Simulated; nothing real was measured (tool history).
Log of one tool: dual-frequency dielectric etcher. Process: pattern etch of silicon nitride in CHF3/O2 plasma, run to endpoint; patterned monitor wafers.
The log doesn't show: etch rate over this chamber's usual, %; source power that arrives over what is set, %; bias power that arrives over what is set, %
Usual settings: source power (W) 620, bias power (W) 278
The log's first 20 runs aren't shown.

| run | day | source power (W) | bias power (W) | wafers since the last listed run | hours since the last wet clean | hours since the last source power generator calibration | hours since the last bias power generator calibration | hours since the last upper electrode change | incoming incoming film thickness, nm | endpoint time (s) |
|---|---|---|---|---|---|---|---|---|---|---|
|  | 9.854 | wet clean of the chamber |
| 21 | 9.875 | 460 | 344 | 92 | 0.5 | 1698.0 | 207.9 | 30.5 | 101.9 | 61.8 |
| 22 | 9.892 | 510 | 210 | 6 | 0.9 | 1698.4 | 208.3 | 30.9 | 104.3 | 72.1 |
| 23 | 10.188 | 490 | 344 | 123 | 8.0 | 1705.5 | 215.4 | 38.0 | 102.6 | 61.0 |
| 24 | 10.517 | 620 | 294 | 137 | 15.9 | 1713.4 | 223.3 | 45.9 | 103.6 | 59.0 |
| 25 | 11.162 | 740 | 310 | 270 | 31.4 | 1728.9 | 238.8 | 61.4 | 103.2 | 54.1 |
|  | 11.504 | source power generator calibrated |
| 26 | 11.612 | 570 | 219 | 118 | 42.2 | 2.6 | 249.6 | 72.2 | 103.2 | 68.3 |
| 27 | 12.242 | 620 | 278 | 263 | 57.3 | 17.7 | 264.7 | 87.3 | 103.7 | 60.9 |
| 28 | 12.575 | 770 | 330 | 139 | 65.3 | 25.7 | 272.7 | 95.3 | 102.4 | 52.6 |
| 29 | 12.842 | 620 | 323 | 111 | 71.7 | 32.1 | 279.1 | 101.7 | 102.8 | 57.0 |
| 30 | 13.417 | 540 | 243 | 240 | 85.5 | 45.9 | 292.9 | 115.5 | 103.0 | 66.1 |
| 31 | 14.146 | 560 | 316 | 305 | 103.0 | 63.4 | 310.4 | 133.0 | 102.1 | 58.3 |
| 32 | 14.742 | 760 | 303 | 249 | 117.3 | 77.7 | 324.7 | 147.3 | 101.9 | 53.1 |
| 33 | 15.029 | 670 | 324 | 120 | 124.2 | 84.6 | 331.6 | 154.2 | 102.3 | 54.8 |
| 34 | 15.642 | 620 | 278 | 256 | 138.9 | 99.3 | 346.3 | 168.9 | 102.9 | 58.7 |
| 35 | 16.162 | 530 | 219 | 217 | 151.4 | 111.8 | 358.8 | 181.4 | 101.9 | 68.0 |

4 ways to go on from here, each from the tool as it stands after run 35. What would each give?
| A | 16.179 | 620 | 278 | 6 | 151.8 | 112.2 | 359.2 | 181.8 | 103.5 | ? |
| B | 16.179 | 710 | 252 | 6 | 151.8 | 112.2 | 359.2 | 181.8 | 103.5 | ? |
| C | 16.179 | 560 | 242 | 6 | 151.8 | 112.2 | 359.2 | 181.8 | 103.5 | ? |
| D | 16.179 | 620 | 342 | 6 | 151.8 | 112.2 | 359.2 | 181.8 | 103.5 | ? |

| run | endpoint time (s) |
|---|---|
| A | 59.9 |
| B | 58.9 |
| C | 65.2 |
| D | 55.6 |
Without the tool's hidden state the same runs would have given:
| run | endpoint time (s) |
|---|---|
| A | 60.8 |
| B | 59.8 |
| C | 66.2 |
| D | 56.5 |
